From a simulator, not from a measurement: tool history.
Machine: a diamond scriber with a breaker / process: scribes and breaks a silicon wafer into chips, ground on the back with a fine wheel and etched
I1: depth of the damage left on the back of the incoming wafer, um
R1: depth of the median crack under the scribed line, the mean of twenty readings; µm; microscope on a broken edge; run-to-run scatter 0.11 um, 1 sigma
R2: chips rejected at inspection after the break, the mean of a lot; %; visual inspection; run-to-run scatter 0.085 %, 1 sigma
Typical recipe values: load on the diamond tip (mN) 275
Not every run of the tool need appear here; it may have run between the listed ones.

run 1 hour=0 | load_on_the_diamond_tip_(mN)=321 | I1=0.64 | R1=13.01 R2=2.78
run 2 hour=22.1 | load_on_the_diamond_tip_(mN)=321 | I1=0.62 | R1=12.76 R2=2.87
run 3 hour=61.2 | load_on_the_diamond_tip_(mN)=321 | I1=0.79 | R1=12.63 R2=2.88
run 4 hour=82.2 | load_on_the_diamond_tip_(mN)=237 | I1=0.47 | R1=10.5 R2=2.84
run 5 hour=100.5 | load_on_the_diamond_tip_(mN)=237 | I1=0.48 | R1=10.48 R2=2.63
run 6 hour=132.9 | load_on_the_diamond_tip_(mN)=237 | I1=0.66 | R1=10.27 R2=2.7
run 7 hour=165.9 | load_on_the_diamond_tip_(mN)=275 | I1=0.39 | R1=11.39 R2=1.89
run 8 hour=193.7 | load_on_the_diamond_tip_(mN)=275 | I1=0.39 | R1=11.56 R2=1.81
run 9 hour=222.6 | load_on_the_diamond_tip_(mN)=322 | I1=0.38 | R1=12.85 R2=2.87
run 10 hour=257.6 | load_on_the_diamond_tip_(mN)=322 | I1=0.65 | R1=12.93 R2=3.05
run 11 hour=285 | load_on_the_diamond_tip_(mN)=322 | I1=0.79 | R1=12.78 R2=3.08
run 12 hour=306.4 | load_on_the_diamond_tip_(mN)=335 | I1=0.66 | R1=13.1 R2=3.09
run 13 hour=322.1 | load_on_the_diamond_tip_(mN)=335 | I1=0.43 | R1=13.25 R2=3.19
run 14 hour=338.2 | load_on_the_diamond_tip_(mN)=275 | I1=0.54 | R1=11.63 R2=1.81
run 15 hour=356 | load_on_the_diamond_tip_(mN)=216 | I1=0.37 | R1=9.7 R2=4.58
run 16 hour=387.1 | load_on_the_diamond_tip_(mN)=216 | I1=0.46 | R1=9.67 R2=4.34
run 17 hour=420.5 | load_on_the_diamond_tip_(mN)=312 | I1=0.52 | R1=12.6 R2=2.43
run 18 hour=442.9 | load_on_the_diamond_tip_(mN)=312 | I1=0.37 | R1=12.45 R2=2.48
run 19 hour=462 | load_on_the_diamond_tip_(mN)=212 | I1=0.52 | R1=9.48 R2=4.86
run 20 hour=486.5 | load_on_the_diamond_tip_(mN)=321 | I1=0.67 | R1=12.54 R2=2.69
run 21 hour=500.4 | load_on_the_diamond_tip_(mN)=321 | I1=0.68 | R1=12.98 R2=2.71
run 22 hour=524.7 | load_on_the_diamond_tip_(mN)=225 | I1=0.67 | R1=9.96 R2=3.69
-- hour=529.2 diamond tip replaced by a new one
run 23 hour=550.4 | load_on_the_diamond_tip_(mN)=275 | I1=0.59 | R1=11.48 R2=1.84
run 24 hour=578 | load_on_the_diamond_tip_(mN)=308 | I1=0.56 | R1=12.37 R2=2.3
run 25 hour=604.8 | load_on_the_diamond_tip_(mN)=204 | I1=0.47 | R1=9.22 R2=5.29
run 26 hour=629.9 | load_on_the_diamond_tip_(mN)=215 | I1=0.65 | R1=9.68 R2=4.01
-- hour=649.7 load on the tip recalibrated
run 27 hour=650.2 | load_on_the_diamond_tip_(mN)=329 | I1=0.35 | R1=13.04 R2=3.13
run 28 hour=669.6 | load_on_the_diamond_tip_(mN)=232 | I1=0.42 | R1=10.14 R2=3
run 29 hour=700.5 | load_on_the_diamond_tip_(mN)=339 | I1=0.41 | R1=13.18 R2=3.79
run 30 hour=744.9 | load_on_the_diamond_tip_(mN)=246 | I1=0.75 | R1=10.54 R2=2.22
run 31 hour=760.2 | load_on_the_diamond_tip_(mN)=197 | I1=0.73 | R1=9.02 R2=6.48
run 32 hour=784.2 | load_on_the_diamond_tip_(mN)=275 | I1=0.54 | R1=11.3 R2=1.94
run 33 hour=872.7 | load_on_the_diamond_tip_(mN)=342 | I1=0.47 | R1=13.26 R2=4
run 34 hour=890.8 | load_on_the_diamond_tip_(mN)=222 | I1=0.79 | R1=9.8 R2=3.73
run 35 hour=925.3 | load_on_the_diamond_tip_(mN)=339 | I1=0.61 | R1=13.42 R2=3.73
run 36 hour=946.1 | load_on_the_diamond_tip_(mN)=316 | I1=0.72 | R1=12.48 R2=2.5
run 37 hour=959.1 | load_on_the_diamond_tip_(mN)=275 | I1=0.45 | R1=11.68 R2=1.97
run 38 hour=976.3 | load_on_the_diamond_tip_(mN)=231 | I1=0.42 | R1=10.04 R2=3.17

Predict each of these 5 candidate next runs independently; none follows another, all start after run 38:
run A hour=976.9 | load_on_the_diamond_tip_(mN)=219 | I1=0.5 | R1=? R2=?
run B hour=976.9 | load_on_the_diamond_tip_(mN)=326 | I1=0.5 | R1=? R2=?
run C hour=976.9 | load_on_the_diamond_tip_(mN)=193 | I1=0.5 | R1=? R2=?
run D hour=976.9 | load_on_the_diamond_tip_(mN)=195 | I1=0.5 | R1=? R2=?
run E hour=976.9 | load_on_the_diamond_tip_(mN)=327 | I1=0.5 | R1=? R2=?

run=A R1=9.73 R2=4.04
run=B R1=12.88 R2=3.05
run=C R1=8.89 R2=7.1
run=D R1=8.96 R2=6.8
run=E R1=12.9 R2=3.1
The same runs, with their run-to-run variation unchanged, on a tool lacking any hidden condition would have given:
run=A R1=9.73 R2=4.04
run=B R1=12.88 R2=3.05
run=C R1=8.89 R2=7.1
run=D R1=8.96 R2=6.8
run=E R1=12.9 R2=3.1

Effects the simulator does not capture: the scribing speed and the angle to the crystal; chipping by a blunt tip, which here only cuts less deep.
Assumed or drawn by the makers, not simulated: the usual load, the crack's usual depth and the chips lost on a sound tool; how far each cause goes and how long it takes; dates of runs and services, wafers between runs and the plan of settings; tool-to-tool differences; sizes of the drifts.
